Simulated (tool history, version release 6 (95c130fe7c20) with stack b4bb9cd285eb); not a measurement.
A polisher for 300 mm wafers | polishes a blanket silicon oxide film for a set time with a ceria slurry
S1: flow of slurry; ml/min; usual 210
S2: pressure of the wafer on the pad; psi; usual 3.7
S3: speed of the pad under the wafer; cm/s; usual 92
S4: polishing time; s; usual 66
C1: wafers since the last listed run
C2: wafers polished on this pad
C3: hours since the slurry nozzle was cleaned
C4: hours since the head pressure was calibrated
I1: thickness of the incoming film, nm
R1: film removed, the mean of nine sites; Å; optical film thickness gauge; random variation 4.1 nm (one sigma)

run	hour	S1	S2	S3	S4	C1	C2	C3	C4	I1	R1
1	0	210	3.7	92	66	0	982	123.1	335.3	910	2945
2	7.1	210	3.7	92	66	85	1067	130.2	342.4	926.9	2917
3	24.5	210	3.7	92	66	208	1276	147.6	359.8	923.4	2845
# hour 34.4: worn pad replaced by a new one
4	37.6	210	3.7	92	66	108	38	160.7	372.9	920.1	2924
5	54.3	210	3.7	92	66	199	238	177.4	389.6	898	2969
6	65.7	210	3.7	92	66	136	375	188.8	401	910.8	2948
7	74.9	210	3.7	92	66	110	485	198	410.2	923.6	2916
8	84.9	210	3.7	92	66	119	604	208	420.2	905.9	3006
9	102.5	210	3.7	92	66	210	815	225.6	437.8	905.5	2967
10	112.3	210	3.7	92	66	117	933	235.4	447.6	914.9	2968
11	129.3	210	3.7	92	66	203	1136	252.4	464.6	909.9	2907
# hour 143.2: worn pad replaced by a new one
12	143.7	210	3.7	92	66	124	6	266.8	479	914.3	2657
13	152.6	210	3.7	92	66	106	112	275.7	487.9	898.8	2656
14	169	210	4.6	78	66	196	309	292.1	504.3	913	2693
# hour 177.8: head pressure recalibrated
15	180.3	210	4.6	78	66	111	420	303.4	2.5	899.8	2727
# hour 191.5: slurry nozzle cleaned
16	194.7	210	3.7	92	66	160	580	3.2	16.9	921.9	2573
17	210.4	210	3.7	92	66	187	768	18.9	32.6	917	2577
# hour 222.3: worn pad replaced by a new one, repeated, since the last time left the tool worse
18	227.2	210	3.7	92	66	153	58	35.7	49.4	912.1	3022
19	241.8	210	3.7	92	66	174	233	50.3	64	921.6	3018
20	249.3	210	3.7	100	66	89	322	57.8	71.5	909.8	3274
21	261.3	145	4.9	104	73	143	466	69.8	83.5	910.9	4570
22	274.8	210	3.7	92	66	161	628	83.3	97	917	2939
23	286.7	175	2.9	118	49	142	770	95.2	108.9	920.6	2270
# hour 315.9: worn pad replaced by a new one
24	317.3	145	3.7	106	66	318	16	125.8	139.5	917.6	3293
25	333.5	160	3.1	110	85	193	210	142	155.7	925.4	3977
26	343.1	210	4.1	92	43	114	325	151.6	165.3	911.9	2143
27	353	210	3.7	92	66	118	443	161.5	175.2	914.9	2939
28	367.3	240	3.7	116	66	171	614	175.8	189.5	923	3831
29	379.5	210	3.7	92	66	146	760	188	201.7	905.7	2951
30	391.3	210	3.7	92	66	141	902	199.8	213.5	923.4	2876
31	408.3	210	2.5	92	57	203	1105	216.8	230.5	911	1801
32	416.8	185	3.7	84	66	101	1207	225.3	239	919.9	2495
33	426.3	135	3.7	92	66	113	1321	234.8	248.5	908.3	2705
# hour 430.9: worn pad replaced by a new one
34	441.2	210	3.7	92	66	130	123	249.7	263.4	921.3	3046
35	453.1	155	3.7	92	83	142	265	261.6	275.3	912.9	3687
36	496.1	210	2.5	70	66	514	780	304.6	318.3	922.8	1617

Hidden state or all else? Some run-to-run changes of R1, split into what the settings, what came in and random variation would give without the hidden state, and what is left for the hidden state (with any gauge scatter that isn't in both results):
The hidden state here: removal rate lost through wear of the pad, %; slurry flow missing at the pad, %; deviation of the head's pressure from its setpoint, %.
Run 3 -> 4: worn pad replaced by a new one. R1 +79 Å: hidden state +179, all else -100.
Run 11 -> 12: worn pad replaced by a new one. R1 -250 Å: hidden state -218, all else -32.
Run 17 -> 18: worn pad replaced by a new one, repeated, since the last time left the tool worse. R1 +445 Å: hidden state +417, all else +28.
Run 21 -> 22: S1 145 -> 210, S2 4.9 -> 3.7, S3 104 -> 92, S4 73 -> 66. R1 -1631 Å: hidden state +9, all else -1640.
Run 25 -> 26: S1 160 -> 210, S2 3.1 -> 4.1, S3 110 -> 92, S4 85 -> 43. R1 -1834 Å: hidden state +2, all else -1836.
Run 35 -> 36: S1 155 -> 210, S2 3.7 -> 2.5, S3 92 -> 70, S4 83 -> 66. R1 -2070 Å: hidden state -15, all else -2055.

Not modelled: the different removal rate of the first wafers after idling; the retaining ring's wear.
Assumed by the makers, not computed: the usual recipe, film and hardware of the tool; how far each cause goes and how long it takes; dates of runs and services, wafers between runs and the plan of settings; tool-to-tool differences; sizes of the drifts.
